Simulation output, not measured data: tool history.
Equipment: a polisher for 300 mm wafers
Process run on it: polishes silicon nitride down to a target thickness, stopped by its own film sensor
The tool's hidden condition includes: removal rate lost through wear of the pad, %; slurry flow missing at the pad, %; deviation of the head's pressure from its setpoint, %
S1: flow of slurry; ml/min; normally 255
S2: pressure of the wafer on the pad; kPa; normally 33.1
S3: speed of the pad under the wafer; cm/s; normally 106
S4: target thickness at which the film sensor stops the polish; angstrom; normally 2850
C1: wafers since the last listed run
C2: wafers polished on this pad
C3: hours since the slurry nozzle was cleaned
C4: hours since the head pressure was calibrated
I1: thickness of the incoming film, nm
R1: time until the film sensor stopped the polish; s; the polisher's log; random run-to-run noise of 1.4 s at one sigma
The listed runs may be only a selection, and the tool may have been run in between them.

Run 1, hour 0: usual settings but S3 90 cm/s; C1 0; C2 367; C3 237.5; C4 953.9; I1 497.3. Result: R1 102.5 s.
Run 2, hour 19.1: usual settings but S3 90 cm/s; C1 227; C2 594; C3 256.6; C4 973; I1 488.1. Result: R1 101.1 s.
Run 3, hour 41.7: usual settings but S4 3080 angstrom; C1 268; C2 863; C3 279.2; C4 995.6; I1 486.9. Result: R1 82.6 s.
At hour 65.7: worn pad replaced by a new one.
Run 4, hour 66.2: usual settings; C1 243; C2 6; C3 303.7; C4 1020.1; I1 495.4. Result: R1 83.6 s.
Run 5, hour 79.2: usual settings but S3 92 cm/s; C1 154; C2 160; C3 316.7; C4 1033.1; I1 479.9. Result: R1 92.3 s.
Run 6, hour 105.2: usual settings; C1 309; C2 470; C3 342.7; C4 1059.1; I1 485.7. Result: R1 84 s.
At hour 142.4: slurry nozzle cleaned.
At hour 150.6: worn pad replaced by a new one.
Run 7, hour 151: usual settings; C1 485; C2 4; C3 8.6; C4 1104.9; I1 479.6. Result: R1 75.7 s.
Run 8, hour 163.2: usual settings; C1 145; C2 149; C3 20.8; C4 1117.1; I1 496.7. Result: R1 86.6 s.
At hour 180.3: head pressure recalibrated.
Run 9, hour 183.2: usual settings but S1 180 ml/min, S2 38.6 kPa; C1 214; C2 364; C3 40.8; C4 2.9; I1 487.4. Result: R1 81.4 s.
Run 10, hour 207.3: usual settings but S1 295 ml/min, S3 138 cm/s; C1 286; C2 650; C3 64.9; C4 27; I1 492.6. Result: R1 75.3 s.
Run 11, hour 223.1: usual settings; C1 187; C2 838; C3 80.7; C4 42.8; I1 490.5. Result: R1 90.1 s.
At hour 240.7: worn pad replaced by a new one.
Run 12, hour 245: usual settings; C1 212; C2 50; C3 102.6; C4 64.7; I1 484.9. Result: R1 79.5 s.
Run 13, hour 291.6: usual settings but S1 180 ml/min, S2 36.5 kPa, S3 86 cm/s, S4 3200 angstrom; C1 554; C2 604; C3 149.2; C4 111.3; I1 489. Result: R1 85.5 s.
Run 14, hour 315.4: usual settings but S1 340 ml/min, S2 29 kPa, S3 126 cm/s, S4 2190 angstrom; C1 283; C2 887; C3 173; C4 135.1; I1 484.1. Result: R1 111 s.
At hour 330: worn pad replaced by a new one.
Run 15, hour 345.1: usual settings but S3 134 cm/s; C1 305; C2 180; C3 202.7; C4 164.8; I1 480.9. Result: R1 67.9 s.

Consider 4 possible next runs. They are alternatives, not a sequence: every one starts from the tool as it was left by run 15. What does each give?
Run A, hour 345.5: usual settings but S1 280 ml/min; C1 4; C2 184; C3 203.1; C4 165.2; I1 493. Result: R1 ?.
Run B, hour 345.5: usual settings but S1 280 ml/min, S2 43.4 kPa, S3 96 cm/s, S4 2320 angstrom; C1 4; C2 184; C3 203.1; C4 165.2; I1 493. Result: R1 ?.
Run C, hour 345.5: usual settings but S2 43.4 kPa, S3 68 cm/s, S4 2630 angstrom; C1 4; C2 184; C3 203.1; C4 165.2; I1 493. Result: R1 ?.
Run D, hour 345.5: usual settings but S1 165 ml/min, S4 2370 angstrom; C1 4; C2 184; C3 203.1; C4 165.2; I1 493. Result: R1 ?.

run     R1
  A   82.3
  B   88.4
  C  103.7
  D    109
The same runs, with their run-to-run variation unchanged, on a tool lacking any hidden condition would have given:
run     R1
  A     77
  B   82.8
  C   97.1
  D  102.1
